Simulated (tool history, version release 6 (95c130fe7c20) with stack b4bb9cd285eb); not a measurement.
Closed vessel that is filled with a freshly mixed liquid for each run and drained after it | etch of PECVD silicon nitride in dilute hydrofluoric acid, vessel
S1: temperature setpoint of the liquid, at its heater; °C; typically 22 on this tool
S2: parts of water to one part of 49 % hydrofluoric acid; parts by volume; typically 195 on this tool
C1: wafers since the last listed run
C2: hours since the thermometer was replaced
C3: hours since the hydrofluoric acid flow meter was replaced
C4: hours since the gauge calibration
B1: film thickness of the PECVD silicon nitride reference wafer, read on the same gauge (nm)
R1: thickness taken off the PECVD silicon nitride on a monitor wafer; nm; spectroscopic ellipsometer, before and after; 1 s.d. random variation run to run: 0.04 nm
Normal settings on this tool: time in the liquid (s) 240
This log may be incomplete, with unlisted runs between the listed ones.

Run 1, hour 0: usual settings; C1 0; C2 428.4; C3 1796.5; C4 169.9; B1 129.963. Result: R1 3.94 nm.
Run 2, hour 37.4: usual settings but S1 26 °C, time in the liquid (s) 185; C1 2598; C2 465.8; C3 1833.9; C4 207.3; B1 129.953. Result: R1 3.805 nm.
Run 3, hour 68.3: usual settings but S1 26 °C, time in the liquid (s) 185; C1 2146; C2 496.7; C3 1864.8; C4 238.2; B1 130.011. Result: R1 3.834 nm.
Run 4, hour 99.6: usual settings but S1 26 °C, time in the liquid (s) 185; C1 2174; C2 528; C3 1896.1; C4 269.5; B1 129.995. Result: R1 3.79 nm.
Run 5, hour 120.8: usual settings but S1 23.5 °C; C1 1472; C2 549.2; C3 1917.3; C4 290.7; B1 129.976. Result: R1 4.249 nm.
Run 6, hour 143.9: usual settings but S1 23.5 °C; C1 1604; C2 572.3; C3 1940.4; C4 313.8; B1 130.021. Result: R1 4.264 nm.
Run 7, hour 169.9: usual settings; C1 1806; C2 598.3; C3 1966.4; C4 339.8; B1 129.977. Result: R1 3.84 nm.
Run 8, hour 186.1: usual settings but time in the liquid (s) 145; C1 1125; C2 614.5; C3 1982.6; C4 356; B1 130.005. Result: R1 2.304 nm.
Run 9, hour 204.1: usual settings but time in the liquid (s) 145; C1 1250; C2 632.5; C3 2000.6; C4 374; B1 129.999. Result: R1 2.338 nm.
Run 10, hour 222.7: usual settings but time in the liquid (s) 145; C1 1292; C2 651.1; C3 2019.2; C4 392.6; B1 129.96. Result: R1 2.283 nm.
Run 11, hour 247: usual settings; C1 1688; C2 675.4; C3 2043.5; C4 416.9; B1 130.016. Result: R1 3.743 nm.
At hour 251.4: thermometer replaced.
Run 12, hour 273.3: usual settings but S1 19 °C; C1 1757; C2 21.9; C3 2069.8; C4 443.2; B1 130.035. Result: R1 3.026 nm.
At hour 275.5: gauge calibrated.
Run 13, hour 290.2: usual settings but S1 19 °C; C1 1174; C2 38.8; C3 2086.7; C4 14.7; B1 129.978. Result: R1 2.908 nm.
Run 14, hour 317.9: usual settings; C1 1924; C2 66.5; C3 2114.4; C4 42.4; B1 130.007. Result: R1 3.662 nm.
Run 15, hour 347.3: usual settings; C1 2042; C2 95.9; C3 2143.8; C4 71.8; B1 129.969. Result: R1 3.557 nm.
At hour 439.6: thermometer replaced, repeated, since the last time left the tool worse.
Run 16, hour 445.9: usual settings but S2 115 parts by volume; C1 6780; C2 6.3; C3 2242.4; C4 170.4; B1 129.997. Result: R1 6.699 nm.
Run 17, hour 479.2: usual settings; C1 2313; C2 39.6; C3 2275.7; C4 203.7; B1 129.979. Result: R1 4.035 nm.
Run 18, hour 503.1: usual settings but S2 270 parts by volume; C1 1660; C2 63.5; C3 2299.6; C4 227.6; B1 129.988. Result: R1 2.929 nm.
Run 19, hour 524.4: usual settings but time in the liquid (s) 200; C1 1479; C2 84.8; C3 2320.9; C4 248.9; B1 129.987. Result: R1 3.385 nm.
Run 20, hour 556.8: usual settings; C1 2250; C2 117.2; C3 2353.3; C4 281.3; B1 129.992. Result: R1 4.043 nm.
At hour 579.5: hydrofluoric acid flow meter replaced.
Run 21, hour 591.4: usual settings but S1 24 °C, S2 230 parts by volume; C1 2334; C2 151.8; C3 11.9; C4 315.9; B1 130. Result: R1 3.887 nm.
Run 22, hour 617.5: usual settings but S1 26.5 °C, S2 170 parts by volume, time in the liquid (s) 200; C1 1813; C2 177.9; C3 38; C4 342; B1 130.029. Result: R1 5.065 nm.
Run 23, hour 633.7: usual settings but S1 17.5 °C, S2 280 parts by volume, time in the liquid (s) 315; C1 1125; C2 194.1; C3 54.2; C4 358.2; B1 130.013. Result: R1 2.691 nm.
At hour 644.2: gauge calibrated.
Run 24, hour 664.7: usual settings but time in the liquid (s) 150; C1 2153; C2 225.1; C3 85.2; C4 20.5; B1 130.013. Result: R1 2.44 nm.
Run 25, hour 690.6: usual settings but S2 125 parts by volume, time in the liquid (s) 190; C1 1799; C2 251; C3 111.1; C4 46.4; B1 130.027. Result: R1 4.772 nm.
Run 26, hour 745.7: usual settings but S2 220 parts by volume, time in the liquid (s) 145; C1 3827; C2 306.1; C3 166.2; C4 101.5; B1 129.965. Result: R1 2.113 nm.
Run 27, hour 761.1: usual settings but S1 26 °C, S2 280 parts by volume, time in the liquid (s) 320; C1 1069; C2 321.5; C3 181.6; C4 116.9; B1 129.95. Result: R1 4.691 nm.
Run 28, hour 782.3: usual settings; C1 1472; C2 342.7; C3 202.8; C4 138.1; B1 130.023. Result: R1 3.866 nm.

Here are 4 independent what-if runs from the current tool condition. What would each one return?
Run A, hour 783: usual settings but S2 275 parts by volume; C1 48; C2 343.4; C3 203.5; C4 138.8; B1 ?. Result: R1 ?.
Run B, hour 783: usual settings but S1 18 °C, S2 250 parts by volume, time in the liquid (s) 310; C1 48; C2 343.4; C3 203.5; C4 138.8; B1 ?. Result: R1 ?.
Run C, hour 783: usual settings but S1 18.5 °C, S2 265 parts by volume, time in the liquid (s) 375; C1 48; C2 343.4; C3 203.5; C4 138.8; B1 ?. Result: R1 ?.
Run D, hour 783: usual settings but S1 20.5 °C, S2 290 parts by volume, time in the liquid (s) 195; C1 48; C2 343.4; C3 203.5; C4 138.8; B1 ?. Result: R1 ?.

run       B1     R1
  A  130.038  2.778
  B  130.038  3.038
  C  130.038  3.592
  D  130.038  1.949
With no hidden state in the tool, these same runs would have given:
run     R1
  A  2.879
  B  3.154
  C  3.728
  D  2.021
